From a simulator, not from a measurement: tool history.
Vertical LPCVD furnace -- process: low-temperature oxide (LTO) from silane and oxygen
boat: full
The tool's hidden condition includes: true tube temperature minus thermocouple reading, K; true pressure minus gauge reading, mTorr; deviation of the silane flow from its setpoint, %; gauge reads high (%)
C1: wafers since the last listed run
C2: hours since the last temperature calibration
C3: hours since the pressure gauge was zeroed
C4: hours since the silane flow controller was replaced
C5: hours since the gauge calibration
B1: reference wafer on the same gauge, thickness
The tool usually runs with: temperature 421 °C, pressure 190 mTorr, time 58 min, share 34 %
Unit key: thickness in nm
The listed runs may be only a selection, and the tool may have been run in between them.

run 1 hour=0 | temperature=421 pressure=190 time=58 share=29 | C1=0 C2=3327.6 C3=6.6 C4=5546.3 C5=324.3 | B1=391.8 | thickness=381.57
run 2 hour=44.8 | temperature=417 pressure=190 time=58 share=34 | C1=690 C2=3372.4 C3=51.4 C4=5591.1 C5=369.1 | B1=390.77 | thickness=450.88
run 3 hour=83.9 | temperature=417 pressure=190 time=58 share=34 | C1=602 C2=3411.5 C3=90.5 C4=5630.2 C5=408.2 | B1=391.13 | thickness=454.18
-- hour=131.1 thermocouples replaced and temperature profile calibrated
run 4 hour=153.5 | temperature=421 pressure=190 time=58 share=34 | C1=702 C2=22.4 C3=160.1 C4=5699.8 C5=477.8 | B1=390.41 | thickness=470.57
run 5 hour=255.9 | temperature=413 pressure=190 time=58 share=34 | C1=1577 C2=124.8 C3=262.5 C4=5802.2 C5=580.2 | B1=390.98 | thickness=437.55
run 6 hour=273.5 | temperature=413 pressure=190 time=58 share=34 | C1=271 C2=142.4 C3=280.1 C4=5819.8 C5=597.8 | B1=390.13 | thickness=435.19
run 7 hour=286.7 | temperature=413 pressure=190 time=58 share=34 | C1=203 C2=155.6 C3=293.3 C4=5833 C5=611 | B1=390.82 | thickness=433.05
run 8 hour=304.1 | temperature=421 pressure=190 time=58 share=34 | C1=268 C2=173 C3=310.7 C4=5850.4 C5=628.4 | B1=391.28 | thickness=474.44
run 9 hour=316.1 | temperature=421 pressure=160 time=68 share=31 | C1=184 C2=185 C3=322.7 C4=5862.4 C5=640.4 | B1=391.47 | thickness=414.82
run 10 hour=340.5 | temperature=421 pressure=225 time=58 share=34 | C1=375 C2=209.4 C3=347.1 C4=5886.8 C5=664.8 | B1=391.13 | thickness=560.38
run 11 hour=375.7 | temperature=421 pressure=190 time=58 share=34 | C1=542 C2=244.6 C3=382.3 C4=5922 C5=700 | B1=391.42 | thickness=472.58
run 12 hour=402.2 | temperature=421 pressure=190 time=41.5 share=34 | C1=408 C2=271.1 C3=408.8 C4=5948.5 C5=726.5 | B1=390.16 | thickness=338.92
-- hour=419.9 gauge calibrated
run 13 hour=420.9 | temperature=429 pressure=190 time=45.5 share=41 | C1=288 C2=289.8 C3=427.5 C4=5967.2 C5=1 | B1=391 | thickness=501.58
run 14 hour=438.8 | temperature=421 pressure=190 time=58 share=39 | C1=275 C2=307.7 C3=445.4 C4=5985.1 C5=18.9 | B1=390.65 | thickness=559.03
run 15 hour=461.5 | temperature=416 pressure=190 time=38 share=40 | C1=349 C2=330.4 C3=468.1 C4=6007.8 C5=41.6 | B1=390.35 | thickness=358.19
run 16 hour=484.3 | temperature=421 pressure=145 time=71 share=40 | C1=351 C2=353.2 C3=490.9 C4=6030.6 C5=64.4 | B1=391.76 | thickness=543.71
run 17 hour=497.4 | temperature=421 pressure=145 time=58 share=29 | C1=201 C2=366.3 C3=504 C4=6043.7 C5=77.5 | B1=391.17 | thickness=289.9
run 18 hour=521.1 | temperature=414 pressure=175 time=49 share=38 | C1=365 C2=390 C3=527.7 C4=6067.4 C5=101.2 | B1=391.27 | thickness=395.12
run 19 hour=535.3 | temperature=421 pressure=190 time=58 share=34 | C1=218 C2=404.2 C3=541.9 C4=6081.6 C5=115.4 | B1=390.34 | thickness=479.07
run 20 hour=551 | temperature=421 pressure=190 time=58 share=34 | C1=241 C2=419.9 C3=557.6 C4=6097.3 C5=131.1 | B1=390.97 | thickness=474.25
run 21 hour=572.7 | temperature=421 pressure=190 time=65 share=34 | C1=334 C2=441.6 C3=579.3 C4=6119 C5=152.8 | B1=391.19 | thickness=531.76
-- hour=611.6 silane flow controller replaced
run 22 hour=612.1 | temperature=421 pressure=190 time=74 share=34 | C1=237 C2=481 C3=618.7 C4=0.5 C5=192.2 | B1=391.07 | thickness=603.59
run 23 hour=632.7 | temperature=433 pressure=205 time=66.5 share=31 | C1=317 C2=501.6 C3=639.3 C4=21.1 C5=212.8 | B1=391.1 | thickness=588.25
run 24 hour=710.4 | temperature=424 pressure=225 time=80.5 share=34 | C1=1196 C2=579.3 C3=717 C4=98.8 C5=290.5 | B1=391.07 | thickness=800.29
run 25 hour=767.4 | temperature=421 pressure=190 time=70 share=34 | C1=878 C2=636.3 C3=774 C4=155.8 C5=347.5 | B1=391.16 | thickness=573.3
run 26 hour=801.1 | temperature=421 pressure=190 time=58 share=34 | C1=519 C2=670 C3=807.7 C4=189.5 C5=381.2 | B1=391.39 | thickness=474.31
run 27 hour=819 | temperature=421 pressure=155 time=58 share=28 | C1=275 C2=687.9 C3=825.6 C4=207.4 C5=399.1 | B1=390.97 | thickness=295.88
run 28 hour=845.8 | temperature=421 pressure=190 time=58 share=34 | C1=412 C2=714.7 C3=852.4 C4=234.2 C5=425.9 | B1=391.32 | thickness=472.4
run 29 hour=877.7 | temperature=431 pressure=150 time=48 share=28 | C1=491 C2=746.6 C3=884.3 C4=266.1 C5=457.8 | B1=390.68 | thickness=266.29
run 30 hour=949.2 | temperature=421 pressure=175 time=73 share=34 | C1=1101 C2=818.1 C3=955.8 C4=337.6 C5=529.3 | B1=391.7 | thickness=549.13
run 31 hour=977 | temperature=421 pressure=190 time=58 share=34 | C1=428 C2=845.9 C3=983.6 C4=365.4 C5=557.1 | B1=391.77 | thickness=475.67

Here are 4 independent what-if runs from the current tool condition. What would each one return?
run A hour=981.4 | temperature=411 pressure=190 time=58 share=34 | C1=67 C2=850.3 C3=988 C4=369.8 C5=561.5 | B1=? | thickness=?
run B hour=981.4 | temperature=411 pressure=190 time=72.5 share=34 | C1=67 C2=850.3 C3=988 C4=369.8 C5=561.5 | B1=? | thickness=?
run C hour=981.4 | temperature=425 pressure=190 time=45.5 share=30 | C1=67 C2=850.3 C3=988 C4=369.8 C5=561.5 | B1=? | thickness=?
run D hour=981.4 | temperature=428 pressure=190 time=58 share=34 | C1=67 C2=850.3 C3=988 C4=369.8 C5=561.5 | B1=? | thickness=?

run=A B1=391.03 thickness=424.42
run=B B1=391.03 thickness=530.52
run=C B1=391.03 thickness=327.19
run=D B1=391.03 thickness=509.27
Without the tool's hidden state the same runs would have given:
run=A thickness=424.42
run=B thickness=530.52
run=C thickness=327.19
run=D thickness=509.27
